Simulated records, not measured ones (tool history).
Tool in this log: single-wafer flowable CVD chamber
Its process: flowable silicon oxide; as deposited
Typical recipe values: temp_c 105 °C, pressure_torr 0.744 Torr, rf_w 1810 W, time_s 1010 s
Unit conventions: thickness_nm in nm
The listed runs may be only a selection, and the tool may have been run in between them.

run	hour	temp_c	pressure_torr	rf_w	time_s	read-back reference wafer on the same gauge, thickness_nm	thickness_nm
1	0.0	97	0.744	1585	1010	396.099	581.192
2	31.2	105	0.744	1810	1010	395.742	437.871
3	72.0	105	0.744	1810	1010	396.011	439.866
4	113.3	105	0.744	1810	1010	395.690	443.783
5	147.8	105	0.839	1810	1010	395.665	495.318
6	186.1	105	0.839	1810	1010	395.992	497.306
7	237.1	105	0.744	1930	1080	395.259	476.213
8	261.3	105	0.744	1930	1080	396.266	474.296
9	296.3	105	0.744	1930	1080	395.694	474.195
10	335.0	105	0.744	1810	1010	396.362	443.595
# hour 393.7: RF generator calibrated
11	394.2	111	0.744	1890	1010	396.039	359.421
# hour 412.3: capacitance manometer re-zeroed and calibrated
12	447.4	105	0.608	1810	1010	396.500	363.150
13	495.4	105	0.744	1810	1010	396.416	446.329
# hour 511.1: showerhead replaced
14	559.1	105	0.806	1810	1010	395.509	482.071
15	615.8	105	0.594	1810	1010	396.592	357.981
16	644.1	105	0.568	1810	1010	395.828	342.412
17	695.2	111	0.744	1810	1120	396.137	394.113
18	722.4	105	0.744	2020	1010	395.924	453.505
19	782.2	105	0.744	1700	1010	396.429	437.896
20	928.6	105	0.744	1810	1010	395.704	448.391
# hour 954.1: thermocouple changed; heater temperature recalibrated
21	961.6	93	0.862	1810	810	396.280	609.955
22	1017.2	105	0.744	1810	1010	395.685	420.149
# hour 1057.5: gauge calibrated
23	1076.4	105	0.744	1810	1010	395.662	423.640
24	1121.7	105	0.622	1810	830	395.853	290.996
25	1152.5	119	0.744	2090	1080	396.320	280.223
26	1335.0	105	0.578	1810	1010	395.259	330.929
27	1376.0	95	0.686	1810	840	396.311	476.097
28	1426.5	98	0.591	1810	1010	396.262	446.914

For each run, the measured value with the value that run would have given without the tool's hidden condition subtracted. The run-to-run variation is shared by both, the gauge scatter possibly not:
Unlogged tool condition in this case: wafer temperature above the value expected at the setpoint (K); delivered RF power above the setpoint (%); true pressure above the setpoint (%); gauge reads high (%).
run	thickness_nm
1	+18.251
2	+14.069
3	+14.296
4	+14.563
5	+16.363
6	+16.529
7	+16.827
8	+16.793
9	+16.826
10	+14.923
11	+15.406
12	+16.439
13	+20.176
14	+21.723
15	+16.068
16	+15.332
17	+16.434
18	+20.586
19	+19.319
20	+19.372
21	-9.229
22	-4.407
23	-2.627
24	-0.952
25	-0.315
26	+2.386
27	+4.165
28	+4.453
